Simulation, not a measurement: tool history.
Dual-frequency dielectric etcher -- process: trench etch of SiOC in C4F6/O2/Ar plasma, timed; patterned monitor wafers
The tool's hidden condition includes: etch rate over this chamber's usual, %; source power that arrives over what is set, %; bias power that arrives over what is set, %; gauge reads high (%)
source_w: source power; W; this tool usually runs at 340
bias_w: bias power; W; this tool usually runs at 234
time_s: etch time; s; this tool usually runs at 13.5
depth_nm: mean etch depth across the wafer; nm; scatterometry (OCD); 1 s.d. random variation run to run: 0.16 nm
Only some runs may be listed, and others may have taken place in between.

| run | hour | source_w | bias_w | time_s | wafers since the last listed run | hours since the last wet clean | hours since the last source power generator calibration | hours since the last bias power generator calibration | hours since the last upper electrode change | hours since the gauge calibration | read-back reference wafer on the same gauge, depth_nm | depth_nm |
|---|---|---|---|---|---|---|---|---|---|---|---|---|
| 1 | 0.0 | 290 | 234 | 13.5 | 0 | 94.9 | 1333.4 | 1571.6 | 3345.3 | 63.2 | 30.12 | 24.82 |
| 2 | 105.1 | 290 | 234 | 13.5 | 1123 | 200.0 | 1438.5 | 1676.7 | 3450.4 | 168.3 | 30.31 | 24.87 |
| 3 | 195.3 | 300 | 234 | 16.5 | 963 | 290.2 | 1528.7 | 1766.9 | 3540.6 | 258.5 | 30.34 | 31.24 |
| 4 | 283.4 | 300 | 234 | 16.5 | 941 | 378.3 | 1616.8 | 1855.0 | 3628.7 | 346.6 | 30.49 | 31.22 |
| 5 | 369.1 | 300 | 234 | 16.5 | 915 | 464.0 | 1702.5 | 1940.7 | 3714.4 | 432.3 | 30.56 | 31.52 |
| 6 | 463.2 | 340 | 234 | 13.5 | 1005 | 558.1 | 1796.6 | 2034.8 | 3808.5 | 526.4 | 30.59 | 27.33 |
| 7 | 518.6 | 340 | 234 | 13.5 | 592 | 613.5 | 1852.0 | 2090.2 | 3863.9 | 581.8 | 30.72 | 27.44 |
|  | 554.0 | wet clean of the chamber |
| 8 | 602.2 | 340 | 276 | 13.5 | 636 | 48.2 | 1935.6 | 2173.8 | 3947.5 | 665.4 | 30.71 | 29.19 |
| 9 | 686.1 | 340 | 276 | 13.5 | 896 | 132.1 | 2019.5 | 2257.7 | 4031.4 | 749.3 | 30.74 | 28.74 |
|  | 716.5 | bias power generator calibrated |
| 10 | 725.6 | 340 | 210 | 13.5 | 379 | 171.6 | 2059.0 | 9.1 | 4070.9 | 788.8 | 30.69 | 26.99 |
| 11 | 819.1 | 340 | 234 | 13.5 | 999 | 265.1 | 2152.5 | 102.6 | 4164.4 | 882.3 | 30.80 | 27.59 |
| 12 | 911.1 | 340 | 249 | 15.5 | 983 | 357.1 | 2244.5 | 194.6 | 4256.4 | 974.3 | 30.88 | 32.42 |
| 13 | 1015.8 | 400 | 234 | 11.5 | 1118 | 461.8 | 2349.2 | 299.3 | 4361.1 | 1079.0 | 30.86 | 25.67 |
| 14 | 1054.9 | 260 | 234 | 16.5 | 417 | 500.9 | 2388.3 | 338.4 | 4400.2 | 1118.1 | 30.88 | 29.08 |
|  | 1103.6 | wet clean of the chamber |
| 15 | 1124.2 | 360 | 271 | 15.5 | 484 | 20.6 | 2457.6 | 407.7 | 4469.5 | 1187.4 | 30.86 | 34.20 |
|  | 1234.2 | upper electrode replaced |
| 16 | 1391.3 | 400 | 234 | 11.5 | 2597 | 287.7 | 2724.7 | 674.8 | 157.1 | 1454.5 | 30.99 | 25.76 |
|  | 1474.4 | gauge calibrated |
| 17 | 1519.3 | 340 | 234 | 13.5 | 1367 | 415.7 | 2852.7 | 802.8 | 285.1 | 44.9 | 30.26 | 26.99 |
| 18 | 1570.0 | 340 | 198 | 13.5 | 541 | 466.4 | 2903.4 | 853.5 | 335.8 | 95.6 | 30.29 | 26.19 |
|  | 1619.1 | wet clean of the chamber |
| 19 | 1676.3 | 340 | 192 | 13.5 | 879 | 57.2 | 3009.7 | 959.8 | 442.1 | 201.9 | 30.43 | 25.83 |
|  | 1724.0 | source power generator calibrated |
| 20 | 1763.3 | 290 | 234 | 16.5 | 886 | 144.2 | 39.3 | 1046.8 | 529.1 | 288.9 | 30.54 | 30.94 |
| 21 | 1838.3 | 340 | 234 | 13.5 | 801 | 219.2 | 114.3 | 1121.8 | 604.1 | 363.9 | 30.62 | 27.71 |

Predict the results of run 22:
| 22 | 1885.9 | 340 | 234 | 13.5 | 508 | 266.8 | 161.9 | 1169.4 | 651.7 | 411.5 | ? | ? |

{"run 22": {"read-back reference wafer on the same gauge, depth_nm": 30.69, "depth_nm": 27.95}}
Minus the tool's unlogged condition, the same run would have read depth_nm 27.49 nm.

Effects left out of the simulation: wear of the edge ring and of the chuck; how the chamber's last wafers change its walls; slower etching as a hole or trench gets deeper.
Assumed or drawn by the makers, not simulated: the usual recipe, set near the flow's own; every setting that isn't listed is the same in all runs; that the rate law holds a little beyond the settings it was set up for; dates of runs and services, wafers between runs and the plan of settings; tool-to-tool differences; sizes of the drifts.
